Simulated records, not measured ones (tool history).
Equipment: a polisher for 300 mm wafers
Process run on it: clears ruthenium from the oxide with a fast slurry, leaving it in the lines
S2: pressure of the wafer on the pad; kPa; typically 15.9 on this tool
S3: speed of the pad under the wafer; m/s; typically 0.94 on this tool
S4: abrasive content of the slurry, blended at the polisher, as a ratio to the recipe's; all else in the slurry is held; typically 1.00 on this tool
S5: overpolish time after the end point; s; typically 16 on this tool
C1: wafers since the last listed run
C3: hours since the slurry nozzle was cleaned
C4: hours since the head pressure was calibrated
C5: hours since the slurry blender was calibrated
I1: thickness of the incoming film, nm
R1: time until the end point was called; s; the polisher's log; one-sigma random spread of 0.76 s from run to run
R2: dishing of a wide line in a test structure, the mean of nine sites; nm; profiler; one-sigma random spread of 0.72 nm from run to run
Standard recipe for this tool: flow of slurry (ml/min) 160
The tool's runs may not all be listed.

run 1 hour=0.0 | flow_of_slurry_(ml/min)=160 S2=15.9 S3=0.94 S4=1.00 S5=16 | C1=0 wafers_polished_on_this_pad=1055 C3=312.1 C4=603.7 C5=35.0 | I1=120.9 | R1=42.6 R2=38.8
-- hour=28.8 slurry nozzle cleaned
run 2 hour=37.3 | flow_of_slurry_(ml/min)=160 S2=15.9 S3=0.94 S4=1.00 S5=16 | C1=360 wafers_polished_on_this_pad=1415 C3=8.5 C4=641.0 C5=72.3 | I1=120.3 | R1=40.8 R2=38.6
run 3 hour=125.2 | flow_of_slurry_(ml/min)=160 S2=15.9 S3=0.94 S4=1.00 S5=9 | C1=872 wafers_polished_on_this_pad=2288 C3=96.4 C4=728.9 C5=160.2 | I1=118.8 | R1=40.4 R2=23.7
run 4 hour=174.6 | flow_of_slurry_(ml/min)=160 S2=15.9 S3=0.94 S4=1.00 S5=9 | C1=490 wafers_polished_on_this_pad=2778 C3=145.8 C4=778.3 C5=209.6 | I1=118.1 | R1=39.8 R2=23.8
-- hour=197.1 worn pad replaced by a new one
-- hour=209.2 slurry blender recalibrated
-- hour=325.8 slurry nozzle cleaned
run 5 hour=403.4 | flow_of_slurry_(ml/min)=160 S2=15.9 S3=0.94 S4=1.00 S5=16 | C1=2201 wafers_polished_on_this_pad=2017 C3=77.6 C4=1007.1 C5=194.2 | I1=121.0 | R1=42.1 R2=38.4
-- hour=447.1 worn pad replaced by a new one
-- hour=462.7 head pressure recalibrated
run 6 hour=476.2 | flow_of_slurry_(ml/min)=160 S2=15.9 S3=0.94 S4=1.00 S5=16 | C1=662 wafers_polished_on_this_pad=269 C3=150.4 C4=13.5 C5=267.0 | I1=118.7 | R1=41.0 R2=39.3
-- hour=506.1 slurry blender recalibrated
run 7 hour=573.0 | flow_of_slurry_(ml/min)=160 S2=15.9 S3=0.94 S4=1.00 S5=16 | C1=940 wafers_polished_on_this_pad=1210 C3=247.2 C4=110.3 C5=66.9 | I1=118.8 | R1=40.3 R2=39.6
-- hour=641.2 slurry nozzle cleaned
run 8 hour=668.6 | flow_of_slurry_(ml/min)=160 S2=15.9 S3=0.94 S4=1.00 S5=16 | C1=938 wafers_polished_on_this_pad=2149 C3=27.4 C4=205.9 C5=162.5 | I1=119.7 | R1=40.7 R2=39.8
-- hour=728.8 worn pad replaced by a new one
run 9 hour=730.0 | flow_of_slurry_(ml/min)=160 S2=15.9 S3=0.94 S4=1.00 S5=16 | C1=569 wafers_polished_on_this_pad=12 C3=88.8 C4=267.3 C5=223.9 | I1=119.9 | R1=41.3 R2=40.7
-- hour=750.0 slurry blender recalibrated
run 10 hour=806.9 | flow_of_slurry_(ml/min)=130 S2=15.9 S3=0.94 S4=1.00 S5=16 | C1=743 wafers_polished_on_this_pad=755 C3=165.7 C4=344.2 C5=56.9 | I1=120.1 | R1=41.5 R2=37.8
run 11 hour=886.5 | flow_of_slurry_(ml/min)=160 S2=15.9 S3=0.94 S4=1.00 S5=16 | C1=790 wafers_polished_on_this_pad=1545 C3=245.3 C4=423.8 C5=136.5 | I1=120.1 | R1=41.5 R2=39.7
-- hour=945.3 slurry nozzle cleaned
run 12 hour=955.6 | flow_of_slurry_(ml/min)=160 S2=11.7 S3=0.94 S4=0.75 S5=16 | C1=675 wafers_polished_on_this_pad=2221 C3=10.3 C4=492.9 C5=205.6 | I1=118.9 | R1=58.4 R2=28.8
-- hour=1004.8 worn pad replaced by a new one
run 13 hour=1009.9 | flow_of_slurry_(ml/min)=160 S2=17.9 S3=1.16 S4=0.80 S5=10 | C1=499 wafers_polished_on_this_pad=50 C3=64.6 C4=547.2 C5=259.9 | I1=119.7 | R1=32.9 R2=31.7
-- hour=1024.6 slurry blender recalibrated
run 14 hour=1067.6 | flow_of_slurry_(ml/min)=120 S2=15.9 S3=0.68 S4=1.00 S5=16 | C1=552 wafers_polished_on_this_pad=603 C3=122.3 C4=604.9 C5=43.0 | I1=121.3 | R1=59.8 R2=28.9
run 15 hour=1143.0 | flow_of_slurry_(ml/min)=130 S2=15.9 S3=0.94 S4=1.00 S5=16 | C1=748 wafers_polished_on_this_pad=1351 C3=197.7 C4=680.3 C5=118.4 | I1=121.3 | R1=43.7 R2=38.0
run 16 hour=1194.1 | flow_of_slurry_(ml/min)=120 S2=18.6 S3=0.94 S4=1.30 S5=16 | C1=507 wafers_polished_on_this_pad=1858 C3=248.8 C4=731.4 C5=169.5 | I1=119.5 | R1=35.5 R2=45.6
-- hour=1251.2 slurry nozzle cleaned
-- hour=1258.7 worn pad replaced by a new one
run 17 hour=1278.3 | flow_of_slurry_(ml/min)=160 S2=15.9 S3=0.68 S4=1.00 S5=16 | C1=786 wafers_polished_on_this_pad=194 C3=27.1 C4=815.6 C5=253.7 | I1=119.7 | R1=58.7 R2=28.6
-- hour=1318.2 slurry blender recalibrated
run 18 hour=1350.5 | flow_of_slurry_(ml/min)=160 S2=15.9 S3=0.94 S4=1.00 S5=16 | C1=696 wafers_polished_on_this_pad=891 C3=99.3 C4=887.8 C5=32.3 | I1=119.0 | R1=40.5 R2=39.6

Across each entry between runs, compare the hidden state at the last listed run before it with the hidden state at the first listed run after it:
In the gap between runs 1 and 2: slurry nozzle cleaned (hour 28.8)
  no hidden state differs between the two runs
In the gap between runs 4 and 5: worn pad replaced by a new one (hour 197.1); slurry blender recalibrated (hour 209.2); slurry nozzle cleaned (hour 325.8)
  no hidden state differs between the two runs
In the gap between runs 5 and 6: worn pad replaced by a new one (hour 447.1); head pressure recalibrated (hour 462.7)
  no hidden state differs between the two runs
In the gap between runs 6 and 7: slurry blender recalibrated (hour 506.1)
  no hidden state differs between the two runs
In the gap between runs 7 and 8: slurry nozzle cleaned (hour 641.2)
  no hidden state differs between the two runs
In the gap between runs 8 and 9: worn pad replaced by a new one (hour 728.8)
  no hidden state differs between the two runs
In the gap between runs 9 and 10: slurry blender recalibrated (hour 750.0)
  no hidden state differs between the two runs
In the gap between runs 11 and 12: slurry nozzle cleaned (hour 945.3)
  no hidden state differs between the two runs
In the gap between runs 12 and 13: worn pad replaced by a new one (hour 1004.8)
  no hidden state differs between the two runs
In the gap between runs 13 and 14: slurry blender recalibrated (hour 1024.6)
  no hidden state differs between the two runs
In the gap between runs 16 and 17: slurry nozzle cleaned (hour 1251.2); worn pad replaced by a new one (hour 1258.7)
  no hidden state differs between the two runs
In the gap between runs 17 and 18: slurry blender recalibrated (hour 1318.2)
  no hidden state differs between the two runs
